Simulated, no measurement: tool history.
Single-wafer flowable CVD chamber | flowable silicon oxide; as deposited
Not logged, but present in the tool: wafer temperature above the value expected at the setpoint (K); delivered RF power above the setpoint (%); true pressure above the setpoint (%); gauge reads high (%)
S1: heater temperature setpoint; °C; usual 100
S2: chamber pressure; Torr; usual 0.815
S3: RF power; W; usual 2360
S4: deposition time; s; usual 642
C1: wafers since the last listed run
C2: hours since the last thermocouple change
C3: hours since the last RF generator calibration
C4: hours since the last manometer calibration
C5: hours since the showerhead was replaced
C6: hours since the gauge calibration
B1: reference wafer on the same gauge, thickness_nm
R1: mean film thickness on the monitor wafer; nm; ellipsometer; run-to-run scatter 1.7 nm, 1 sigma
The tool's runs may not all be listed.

run   hour   S1     S2    S3   S4  C1      C2      C3      C4      C5     C6       B1       R1
  1    0.0  100  0.815  2360  642   0  1378.9  1613.0  1531.2  6474.7  127.2  352.745  415.099
  2   26.1  100  0.815  2360  642  72  1405.0  1639.1  1557.3  6500.8  153.3  353.094  414.281
  3   55.2  100  0.815  2360  642  81  1434.1  1668.2  1586.4  6529.9  182.4  353.052  415.557
  4   79.6  100  0.815  2360  642  68  1458.5  1692.6  1610.8  6554.3  206.8  353.088  412.397
  5  108.7  100  0.815  2360  642  81  1487.6  1721.7  1639.9  6583.4  235.9  353.257  413.637
  6  140.5  100  0.815  2360  642  88  1519.4  1753.5  1671.7  6615.2  267.7  352.872  414.521
  7  175.5  100  0.871  2360  642  97  1554.4  1788.5  1706.7  6650.2  302.7  352.927  439.916
  8  210.1  100  0.871  2360  642  96  1589.0  1823.1  1741.3  6684.8  337.3  353.049  441.951
     222.7  -- RF generator calibrated
  9  244.9  100  0.871  2360  642  74  1623.8    22.2  1776.1  6719.6  372.1  352.952  442.162
 10  266.7  100  0.815  2360  642  60  1645.6    44.0  1797.9  6741.4  393.9  352.952  414.719
 11  288.1  100  0.815  2360  642  59  1667.0    65.4  1819.3  6762.8  415.3  352.960  413.789
 12  318.7  100  0.815  2360  642  85  1697.6    96.0  1849.9  6793.4  445.9  353.014  416.142
 13  346.9  100  0.815  2360  642  78  1725.8   124.2  1878.1  6821.6  474.1  352.395  415.214
     369.9  -- gauge calibrated
 14  374.9  100  0.815  2360  642  78  1753.8   152.2  1906.1  6849.6    5.0  353.221  417.101
     386.0  -- showerhead replaced
 15  394.1   90  0.815  2360  722  31  1773.0   171.4  1925.3     8.1   24.2  353.384  649.004
 16  411.8  110  0.744  2035  642  49  1790.7   189.1  1943.0    25.8   41.9  353.450  267.590
 17  440.6  100  0.815  1950  642  80  1819.5   217.9  1971.8    54.6   70.7  353.174  406.895
     456.3  -- thermocouple changed; heater temperature recalibrated
     478.5  -- capacitance manometer re-zeroed and calibrated
 18  479.0   93  0.629  2360  734  62    22.7   256.3     0.5    93.0  109.1  353.712  473.822
 19  500.1  100  0.815  2360  542  58    43.8   277.4    21.6   114.1  130.2  352.957  350.979
 20  528.3  100  0.815  2360  642  78    72.0   305.6    49.8   142.3  158.4  352.779  416.916
 21  558.7   90  0.815  2360  642  84   102.4   336.0    80.2   172.7  188.8  353.346  577.119
 22  589.6  100  0.815  2360  642  86   133.3   366.9   111.1   203.6  219.7  353.634  413.339
 23  624.9  100  0.815  2360  553  98   168.6   402.2   146.4   238.9  255.0  352.986  354.891
 24  641.0  100  0.617  2360  552  44   184.7   418.3   162.5   255.0  271.1  353.280  279.033

Branching from run 24: 3 alternative next runs. What would each branch give?
  A  641.6  100  0.815  2360  642   1  185.3  418.9  163.1  255.6  271.7   ?   ?
  B  641.6  100  0.970  2360  642   1  185.3  418.9  163.1  255.6  271.7   ?   ?
  C  641.6  105  0.735  2060  696   1  185.3  418.9  163.1  255.6  271.7   ?   ?

run       B1       R1
  A  353.425  416.862
  B  353.425  486.224
  C  353.425  342.544
With the hidden condition removed and each run's random variation left untouched, the same runs would have given:
run       R1
  A  416.862
  B  486.224
  C  342.544
